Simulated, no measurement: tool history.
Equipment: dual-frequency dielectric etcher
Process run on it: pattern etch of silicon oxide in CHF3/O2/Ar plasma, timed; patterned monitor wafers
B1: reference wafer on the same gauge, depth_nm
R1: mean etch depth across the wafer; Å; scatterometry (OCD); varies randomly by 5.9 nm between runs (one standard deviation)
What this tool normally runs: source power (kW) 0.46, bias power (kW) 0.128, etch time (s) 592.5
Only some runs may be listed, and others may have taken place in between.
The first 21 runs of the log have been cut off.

{"run": 22, "day": 59.688, "source power (kW)": 0.42, "bias power (kW)": 0.103, "etch time (s)": 419.5, "B1": 1139.3, "R1": 6122}
{"run": 23, "day": 63.129, "source power (kW)": 0.46, "bias power (kW)": 0.112, "etch time (s)": 592.5, "B1": 1138.2, "R1": 9108}
{"run": 24, "day": 64.75, "source power (kW)": 0.46, "bias power (kW)": 0.157, "etch time (s)": 592.5, "B1": 1139.9, "R1": 10212}
{"run": 25, "day": 67.417, "source power (kW)": 0.52, "bias power (kW)": 0.139, "etch time (s)": 464.5, "B1": 1139.4, "R1": 8043}
{"day": 69.004, "done": "wet clean of the chamber"}
{"run": 26, "day": 71.771, "source power (kW)": 0.46, "bias power (kW)": 0.128, "etch time (s)": 592.5, "B1": 1139.2, "R1": 9420}
{"run": 27, "day": 74.692, "source power (kW)": 0.5, "bias power (kW)": 0.118, "etch time (s)": 546.5, "B1": 1140.7, "R1": 8808}
{"run": 28, "day": 78.804, "source power (kW)": 0.35, "bias power (kW)": 0.128, "etch time (s)": 746.5, "B1": 1138.5, "R1": 11049}
{"run": 29, "day": 80.404, "source power (kW)": 0.57, "bias power (kW)": 0.12, "etch time (s)": 592.5, "B1": 1140.1, "R1": 9981}
{"run": 30, "day": 83.7, "source power (kW)": 0.46, "bias power (kW)": 0.128, "etch time (s)": 592.5, "B1": 1138.5, "R1": 9616}

Here are 3 independent what-if runs from the current tool condition. What would each one return?
{"run": "A", "day": 83.725, "source power (kW)": 0.39, "bias power (kW)": 0.128, "etch time (s)": 592.5, "B1": "?", "R1": "?"}
{"run": "B", "day": 83.725, "source power (kW)": 0.46, "bias power (kW)": 0.128, "etch time (s)": 430.5, "B1": "?", "R1": "?"}
{"run": "C", "day": 83.725, "source power (kW)": 0.51, "bias power (kW)": 0.114, "etch time (s)": 516.5, "B1": "?", "R1": "?"}

run=A B1=1140.4 R1=9038
run=B B1=1140.4 R1=6896
run=C B1=1140.4 R1=8216
What these runs would have given with no unlogged condition in the tool:
run=A R1=9038
run=B R1=6896
run=C R1=8216

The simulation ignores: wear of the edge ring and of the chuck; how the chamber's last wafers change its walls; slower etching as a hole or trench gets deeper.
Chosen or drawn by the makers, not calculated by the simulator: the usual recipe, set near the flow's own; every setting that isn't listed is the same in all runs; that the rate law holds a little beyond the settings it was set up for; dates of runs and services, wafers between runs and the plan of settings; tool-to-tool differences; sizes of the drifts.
